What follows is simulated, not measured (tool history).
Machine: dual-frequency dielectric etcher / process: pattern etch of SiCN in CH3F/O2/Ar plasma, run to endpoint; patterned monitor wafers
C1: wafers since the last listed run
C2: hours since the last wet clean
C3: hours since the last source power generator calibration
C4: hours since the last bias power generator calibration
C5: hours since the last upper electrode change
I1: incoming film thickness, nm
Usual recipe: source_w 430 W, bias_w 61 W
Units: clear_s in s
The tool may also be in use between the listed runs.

Run 1, hour 0.0: usual settings but source_w 350 W; C1 0; C2 55.7; C3 2356.7; C4 2624.7; C5 1875.8; I1 9.81. Result: clear_s 29.0 s.
Run 2, hour 66.3: usual settings but source_w 350 W; C1 849; C2 122.0; C3 2423.0; C4 2691.0; C5 1942.1; I1 9.85. Result: clear_s 29.4 s.
Run 3, hour 101.9: usual settings but source_w 360 W; C1 456; C2 157.6; C3 2458.6; C4 2726.6; C5 1977.7; I1 9.81. Result: clear_s 28.7 s.
Run 4, hour 167.7: usual settings but source_w 360 W; C1 843; C2 223.4; C3 2524.4; C4 2792.4; C5 2043.5; I1 9.76. Result: clear_s 28.7 s.
At hour 240.2: bias power generator calibrated.
Run 5, hour 260.0: usual settings but source_w 360 W; C1 1131; C2 315.7; C3 2616.7; C4 19.8; C5 2135.8; I1 9.71. Result: clear_s 29.6 s.
Run 6, hour 313.5: usual settings; C1 685; C2 369.2; C3 2670.2; C4 73.3; C5 2189.3; I1 9.76. Result: clear_s 27.1 s.
Run 7, hour 358.7: usual settings; C1 579; C2 414.4; C3 2715.4; C4 118.5; C5 2234.5; I1 9.73. Result: clear_s 27.1 s.
At hour 433.5: upper electrode replaced.
Run 8, hour 434.0: usual settings; C1 657; C2 489.7; C3 2790.7; C4 193.8; C5 0.5; I1 9.86. Result: clear_s 27.5 s.
At hour 493.8: wet clean of the chamber.
Run 9, hour 515.8: usual settings but source_w 500 W, bias_w 72 W; C1 740; C2 22.0; C3 2872.5; C4 275.6; C5 82.3; I1 9.91. Result: clear_s 22.5 s.
Run 10, hour 546.1: usual settings; C1 388; C2 52.3; C3 2902.8; C4 305.9; C5 112.6; I1 9.69. Result: clear_s 25.9 s.
Run 11, hour 571.5: usual settings; C1 325; C2 77.7; C3 2928.2; C4 331.3; C5 138.0; I1 9.80. Result: clear_s 26.2 s.
Run 12, hour 619.5: usual settings but source_w 490 W, bias_w 70 W; C1 615; C2 125.7; C3 2976.2; C4 379.3; C5 186.0; I1 9.81. Result: clear_s 23.1 s.
Run 13, hour 667.8: usual settings but source_w 490 W, bias_w 70 W; C1 618; C2 174.0; C3 3024.5; C4 427.6; C5 234.3; I1 9.68. Result: clear_s 22.7 s.
Run 14, hour 731.7: usual settings but bias_w 67 W; C1 818; C2 237.9; C3 3088.4; C4 491.5; C5 298.2; I1 9.78. Result: clear_s 25.1 s.
Run 15, hour 756.4: usual settings but source_w 360 W; C1 316; C2 262.6; C3 3113.1; C4 516.2; C5 322.9; I1 9.85. Result: clear_s 29.2 s.
At hour 777.4: source power generator calibrated.
Run 16, hour 784.7: usual settings; C1 311; C2 290.9; C3 7.3; C4 544.5; C5 351.2; I1 9.91. Result: clear_s 26.8 s.
Run 17, hour 837.6: usual settings but source_w 480 W, bias_w 76 W; C1 677; C2 343.8; C3 60.2; C4 597.4; C5 404.1; I1 9.71. Result: clear_s 22.4 s.
Run 18, hour 890.0: usual settings but bias_w 54 W; C1 671; C2 396.2; C3 112.6; C4 649.8; C5 456.5; I1 9.66. Result: clear_s 27.9 s.
Run 19, hour 933.0: usual settings; C1 551; C2 439.2; C3 155.6; C4 692.8; C5 499.5; I1 9.77. Result: clear_s 26.7 s.
Run 20, hour 977.6: usual settings; C1 571; C2 483.8; C3 200.2; C4 737.4; C5 544.1; I1 9.69. Result: clear_s 26.7 s.
Run 21, hour 1010.5: usual settings but source_w 480 W, bias_w 52 W; C1 421; C2 516.7; C3 233.1; C4 770.3; C5 577.0; I1 9.70. Result: clear_s 27.5 s.
At hour 1064.9: wet clean of the chamber.
Run 22, hour 1065.4: usual settings but source_w 470 W, bias_w 65 W; C1 395; C2 0.5; C3 288.0; C4 825.2; C5 631.9; I1 9.73. Result: clear_s 24.1 s.
Run 23, hour 1114.2: usual settings; C1 625; C2 49.3; C3 336.8; C4 874.0; C5 680.7; I1 9.86. Result: clear_s 26.7 s.
Run 24, hour 1152.5: usual settings but bias_w 66 W; C1 490; C2 87.6; C3 375.1; C4 912.3; C5 719.0; I1 9.78. Result: clear_s 25.3 s.
Run 25, hour 1201.8: usual settings but bias_w 71 W; C1 631; C2 136.9; C3 424.4; C4 961.6; C5 768.3; I1 9.81. Result: clear_s 24.5 s.
Run 26, hour 1229.9: usual settings but bias_w 52 W; C1 360; C2 165.0; C3 452.5; C4 989.7; C5 796.4; I1 9.86. Result: clear_s 29.0 s.
Run 27, hour 1291.4: usual settings but source_w 470 W; C1 788; C2 226.5; C3 514.0; C4 1051.2; C5 857.9; I1 9.71. Result: clear_s 25.3 s.
Run 28, hour 1328.7: usual settings but source_w 320 W, bias_w 74 W; C1 478; C2 263.8; C3 551.3; C4 1088.5; C5 895.2; I1 9.78. Result: clear_s 28.6 s.
Run 29, hour 1383.3: usual settings but source_w 400 W, bias_w 68 W; C1 699; C2 318.4; C3 605.9; C4 1143.1; C5 949.8; I1 9.75. Result: clear_s 26.2 s.
Run 30, hour 1433.7: usual settings but source_w 530 W, bias_w 66 W; C1 645; C2 368.8; C3 656.3; C4 1193.5; C5 1000.2; I1 9.79. Result: clear_s 23.2 s.
Run 31, hour 1479.4: usual settings but source_w 340 W, bias_w 65 W; C1 585; C2 414.5; C3 702.0; C4 1239.2; C5 1045.9; I1 9.72. Result: clear_s 29.6 s.
Run 32, hour 1515.1: usual settings; C1 457; C2 450.2; C3 737.7; C4 1274.9; C5 1081.6; I1 9.83. Result: clear_s 27.2 s.
At hour 1575.6: wet clean of the chamber.
Run 33, hour 1576.1: usual settings; C1 474; C2 0.5; C3 798.7; C4 1335.9; C5 1142.6; I1 9.77. Result: clear_s 25.8 s.
Run 34, hour 1584.5: usual settings but source_w 500 W, bias_w 52 W; C1 107; C2 8.9; C3 807.1; C4 1344.3; C5 1151.0; I1 9.69. Result: clear_s 25.8 s.
Run 35, hour 1643.3: usual settings but source_w 470 W; C1 753; C2 67.7; C3 865.9; C4 1403.1; C5 1209.8; I1 9.74. Result: clear_s 24.6 s.
Run 36, hour 1687.0: usual settings but source_w 460 W, bias_w 56 W; C1 560; C2 111.4; C3 909.6; C4 1446.8; C5 1253.5; I1 9.78. Result: clear_s 26.3 s.

The same runs without the tool's hidden state, with the same run-to-run variation:
Hidden state present: etch rate over this chamber's usual, %; source power that arrives over what is set, %; bias power that arrives over what is set, %.
run  clear_s
  1     29.6
  2     29.8
  3     29.1
  4     28.9
  5     28.7
  6     26.2
  7     26.2
  8     26.5
  9     22.7
 10     26.1
 11     26.4
 12     23.2
 13     22.7
 14     25.0
 15     29.1
 16     26.6
 17     22.2
 18     27.5
 19     26.2
 20     26.1
 21     26.8
 22     24.2
 23     26.7
 24     25.3
 25     24.4
 26     28.8
 27     25.0
 28     28.2
 29     25.8
 30     22.6
 31     28.9
 32     26.5
 33     26.2
 34     26.2
 35     24.9
 36     26.5

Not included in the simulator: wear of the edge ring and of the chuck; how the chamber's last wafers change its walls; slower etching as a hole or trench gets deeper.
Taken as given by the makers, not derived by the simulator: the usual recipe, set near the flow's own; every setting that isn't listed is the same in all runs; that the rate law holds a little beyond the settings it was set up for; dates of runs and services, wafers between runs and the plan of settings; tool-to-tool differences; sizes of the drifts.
